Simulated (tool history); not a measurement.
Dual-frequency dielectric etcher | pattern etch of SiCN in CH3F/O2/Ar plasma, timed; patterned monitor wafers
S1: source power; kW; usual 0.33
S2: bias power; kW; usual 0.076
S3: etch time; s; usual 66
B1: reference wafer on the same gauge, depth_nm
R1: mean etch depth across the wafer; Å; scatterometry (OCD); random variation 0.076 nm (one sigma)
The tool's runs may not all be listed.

| run | day | S1 | S2 | S3 | B1 | R1 |
|---|---|---|---|---|---|---|
| 1 | 0 | 0.33 | 0.08 | 66 | 23.58 | 240.8 |
| 2 | 0.467 | 0.37 | 0.076 | 66 | 23.58 | 249.8 |
| 3 | 0.804 | 0.37 | 0.076 | 66 | 23.6 | 249.7 |
| 4 | 1.054 | 0.33 | 0.076 | 61.5 | 23.6 | 221.7 |
| 5 | 1.425 | 0.33 | 0.076 | 66 | 23.61 | 237 |
| 6 | 1.908 | 0.27 | 0.076 | 66 | 23.59 | 214.2 |
| 7 | 2.179 | 0.27 | 0.076 | 66 | 23.61 | 212.2 |
| 8 | 2.529 | 0.27 | 0.076 | 66 | 23.61 | 213.9 |
| 9 | 3.25 | 0.31 | 0.076 | 55 | 23.62 | 189.8 |
|  | 3.871 | gauge calibrated |
|  | 4.667 | upper electrode replaced |
| 10 | 4.688 | 0.33 | 0.083 | 66 | 23.59 | 243.1 |
| 11 | 4.7 | 0.33 | 0.083 | 66 | 23.63 | 244.2 |
| 12 | 4.717 | 0.33 | 0.07 | 66 | 23.59 | 230.9 |
| 13 | 5.067 | 0.33 | 0.07 | 66 | 23.6 | 230.3 |
| 14 | 5.546 | 0.33 | 0.093 | 47 | 23.59 | 178.8 |
|  | 6.838 | wet clean of the chamber |
| 15 | 6.858 | 0.33 | 0.076 | 72 | 23.64 | 257.3 |
| 16 | 6.871 | 0.28 | 0.064 | 78 | 23.6 | 242.8 |
| 17 | 6.888 | 0.28 | 0.076 | 84.5 | 23.59 | 277.9 |
| 18 | 7.342 | 0.33 | 0.076 | 66 | 23.58 | 235.7 |
|  | 7.704 | source power generator calibrated |
| 19 | 7.908 | 0.37 | 0.06 | 73 | 23.57 | 256.2 |
| 20 | 8.612 | 0.33 | 0.076 | 66 | 23.61 | 237 |
| 21 | 9.071 | 0.33 | 0.06 | 73.5 | 23.62 | 244.7 |
|  | 9.875 | bias power generator calibrated |
| 22 | 9.896 | 0.41 | 0.09 | 75 | 23.63 | 316.4 |
| 23 | 10.4 | 0.35 | 0.087 | 66 | 23.57 | 254.3 |
| 24 | 10.967 | 0.26 | 0.083 | 84.5 | 23.61 | 275 |
| 25 | 11.512 | 0.27 | 0.076 | 66 | 23.6 | 212.9 |

Run 26 comes next. What will it give?
| 26 | 11.912 | 0.27 | 0.076 | 55 | ? | ? |

B1: 23.62
R1: 177.7 Å
Without the tool's hidden state the same run would have given R1 177.7 Å.
